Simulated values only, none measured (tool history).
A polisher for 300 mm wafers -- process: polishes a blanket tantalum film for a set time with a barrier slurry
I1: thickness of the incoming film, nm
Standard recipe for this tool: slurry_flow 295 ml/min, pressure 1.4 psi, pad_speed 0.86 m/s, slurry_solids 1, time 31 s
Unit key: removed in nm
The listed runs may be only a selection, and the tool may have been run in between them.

Run 1, hour 0: usual settings; I1 394.1. Result: removed 30.5 nm.
Run 2, hour 19.4: usual settings; I1 406.3. Result: removed 30.6 nm.
At hour 33: worn pad replaced by a new one.
Run 3, hour 33.7: usual settings but slurry_solids 1.2; I1 396.5. Result: removed 33.5 nm.
Run 4, hour 83.3: usual settings but slurry_solids 1.2; I1 406. Result: removed 33.3 nm.
Run 5, hour 108.4: usual settings; I1 400.8. Result: removed 30.9 nm.
Run 6, hour 134.8: usual settings; I1 398.9. Result: removed 30.8 nm.
Run 7, hour 159.1: usual settings; I1 400.5. Result: removed 30.7 nm.
At hour 180.1: worn pad replaced by a new one.
Run 8, hour 190.4: usual settings but slurry_solids 0.9; I1 404.4. Result: removed 29.1 nm.
At hour 208.8: slurry blender recalibrated.
Run 9, hour 217.3: usual settings; I1 400.3. Result: removed 30.8 nm.
Run 10, hour 235.6: usual settings; I1 393.9. Result: removed 31.3 nm.
Run 11, hour 251.1: usual settings; I1 400.3. Result: removed 31.2 nm.
At hour 255.6: slurry nozzle cleaned.
Run 12, hour 283.7: usual settings; I1 395.4. Result: removed 31.9 nm.
At hour 310.8: worn pad replaced by a new one.
Run 13, hour 311.3: usual settings; I1 398.6. Result: removed 32.3 nm.
Run 14, hour 343.6: usual settings but pressure 1.2 psi, pad_speed 0.78 m/s, slurry_solids 1.15, time 40 s; I1 399.7. Result: removed 36.3 nm.
Run 15, hour 360.6: usual settings but pressure 1.2 psi, slurry_solids 1.1, time 39 s; I1 394.9. Result: removed 37.6 nm.
Run 16, hour 375.5: usual settings; I1 400.3. Result: removed 32.6 nm.
At hour 382.2: head pressure recalibrated.
Run 17, hour 409.2: usual settings but pressure 1.1 psi, pad_speed 1.06 m/s, slurry_solids 1.25, time 42 s; I1 400.3. Result: removed 42.1 nm.
Run 18, hour 431.1: usual settings but pad_speed 0.72 m/s, time 34 s; I1 397.7. Result: removed 28.3 nm.

Run 19, settings as shown, results not yet in. Your forecast:
At hour 452: worn pad replaced by a new one.
Run 19, hour 453.9: usual settings but slurry_flow 235 ml/min, pressure 1.7 psi, slurry_solids 1.2, time 40 s; I1 391.4. Result: removed ?.

{"run 19": {"removed": 47.3}}
If the tool had no hidden condition, the same run with the same run-to-run variation would have returned removed 48.4 nm.
